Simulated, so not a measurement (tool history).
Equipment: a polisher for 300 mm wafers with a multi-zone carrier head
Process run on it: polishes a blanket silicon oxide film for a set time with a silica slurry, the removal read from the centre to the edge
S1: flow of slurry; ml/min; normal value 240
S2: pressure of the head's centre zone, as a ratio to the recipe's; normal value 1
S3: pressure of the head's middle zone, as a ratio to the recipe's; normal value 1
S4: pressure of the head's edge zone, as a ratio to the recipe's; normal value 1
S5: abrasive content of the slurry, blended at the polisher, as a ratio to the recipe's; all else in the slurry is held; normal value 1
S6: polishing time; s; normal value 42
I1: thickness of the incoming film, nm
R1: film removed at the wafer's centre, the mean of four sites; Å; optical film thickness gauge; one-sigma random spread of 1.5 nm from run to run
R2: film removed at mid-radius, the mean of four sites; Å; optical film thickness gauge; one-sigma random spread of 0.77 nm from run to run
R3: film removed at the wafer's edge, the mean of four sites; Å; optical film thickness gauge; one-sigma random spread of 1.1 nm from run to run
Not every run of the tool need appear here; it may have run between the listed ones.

{"run": 1, "hour": 0.0, "S1": 240, "S2": 1, "S3": 1, "S4": 1, "S5": 1, "S6": 32, "I1": 913.2, "R1": 790, "R2": 755, "R3": 777}
{"run": 2, "hour": 56.5, "S1": 240, "S2": 1, "S3": 1, "S4": 1, "S5": 1, "S6": 32, "I1": 911.8, "R1": 770, "R2": 759, "R3": 788}
{"hour": 94.0, "done": "worn pad replaced by a new one"}
{"run": 3, "hour": 109.8, "S1": 240, "S2": 1, "S3": 1, "S4": 1, "S5": 1, "S6": 32, "I1": 906.8, "R1": 784, "R2": 769, "R3": 780}
{"hour": 198.7, "done": "slurry nozzle cleaned"}
{"run": 4, "hour": 199.2, "S1": 240, "S2": 1, "S3": 1, "S4": 1, "S5": 1, "S6": 42, "I1": 899.8, "R1": 1040, "R2": 999, "R3": 1001}
{"hour": 298.4, "done": "worn pad replaced by a new one"}
{"run": 5, "hour": 298.9, "S1": 240, "S2": 1, "S3": 1, "S4": 1, "S5": 1, "S6": 42, "I1": 915.1, "R1": 1033, "R2": 1002, "R3": 1015}
{"run": 6, "hour": 367.9, "S1": 255, "S2": 1, "S3": 1, "S4": 1, "S5": 1, "S6": 42, "I1": 905.5, "R1": 1042, "R2": 1005, "R3": 1014}
{"run": 7, "hour": 416.8, "S1": 255, "S2": 1, "S3": 1, "S4": 1, "S5": 1, "S6": 42, "I1": 906.7, "R1": 1038, "R2": 997, "R3": 1013}
{"run": 8, "hour": 509.2, "S1": 240, "S2": 1, "S3": 1, "S4": 1, "S5": 1.15, "S6": 42, "I1": 910.4, "R1": 1089, "R2": 1075, "R3": 1093}
{"hour": 519.1, "done": "worn pad replaced by a new one"}
{"hour": 545.9, "done": "carrier head's membrane replaced by a new one"}
{"hour": 552.1, "done": "edge zone pressure recalibrated"}
{"run": 9, "hour": 576.4, "S1": 240, "S2": 1, "S3": 1, "S4": 1, "S5": 1, "S6": 42, "I1": 897.1, "R1": 1022, "R2": 1000, "R3": 1016}
{"run": 10, "hour": 636.1, "S1": 240, "S2": 1, "S3": 1, "S4": 0.96, "S5": 1, "S6": 47, "I1": 910.4, "R1": 1155, "R2": 1117, "R3": 1134}
{"run": 11, "hour": 685.7, "S1": 280, "S2": 1, "S3": 0.95, "S4": 0.9, "S5": 0.75, "S6": 42, "I1": 914.5, "R1": 880, "R2": 821, "R3": 820}
{"hour": 695.5, "done": "slurry nozzle cleaned"}
{"hour": 718.4, "done": "worn pad replaced by a new one"}
{"hour": 728.8, "done": "centre zone pressure recalibrated"}
{"run": 12, "hour": 754.7, "S1": 265, "S2": 1, "S3": 1, "S4": 1, "S5": 1, "S6": 42, "I1": 893.6, "R1": 1040, "R2": 997, "R3": 1026}
{"run": 13, "hour": 896.6, "S1": 170, "S2": 1, "S3": 1, "S4": 1, "S5": 1, "S6": 42, "I1": 909.1, "R1": 993, "R2": 971, "R3": 991}
{"hour": 929.8, "done": "worn pad replaced by a new one"}
{"run": 14, "hour": 965.8, "S1": 240, "S2": 1, "S3": 1, "S4": 1, "S5": 1, "S6": 42, "I1": 909.5, "R1": 1036, "R2": 996, "R3": 1016}

What if the next run were any one of these 4? Each begins from the tool's condition after run 14:
{"run": "A", "hour": 966.2, "S1": 240, "S2": 1, "S3": 1, "S4": 1, "S5": 1.2, "S6": 42, "I1": 903, "R1": "?", "R2": "?", "R3": "?"}
{"run": "B", "hour": 966.2, "S1": 305, "S2": 0.91, "S3": 1, "S4": 0.92, "S5": 1, "S6": 42, "I1": 903, "R1": "?", "R2": "?", "R3": "?"}
{"run": "C", "hour": 966.2, "S1": 240, "S2": 0.95, "S3": 1, "S4": 1, "S5": 1, "S6": 42, "I1": 903, "R1": "?", "R2": "?", "R3": "?"}
{"run": "D", "hour": 966.2, "S1": 325, "S2": 1, "S3": 1, "S4": 1, "S5": 1, "S6": 42, "I1": 903, "R1": "?", "R2": "?", "R3": "?"}

run=A R1=1168 R2=1097 R3=1120
run=B R1=993 R2=1024 R3=999
run=C R1=1013 R2=1003 R3=1023
run=D R1=1098 R2=1029 R3=1044
With no hidden state in the tool, these same runs would have given:
run=A R1=1168 R2=1097 R3=1120
run=B R1=993 R2=1024 R3=999
run=C R1=1013 R2=1003 R3=1023
run=D R1=1098 R2=1029 R3=1044
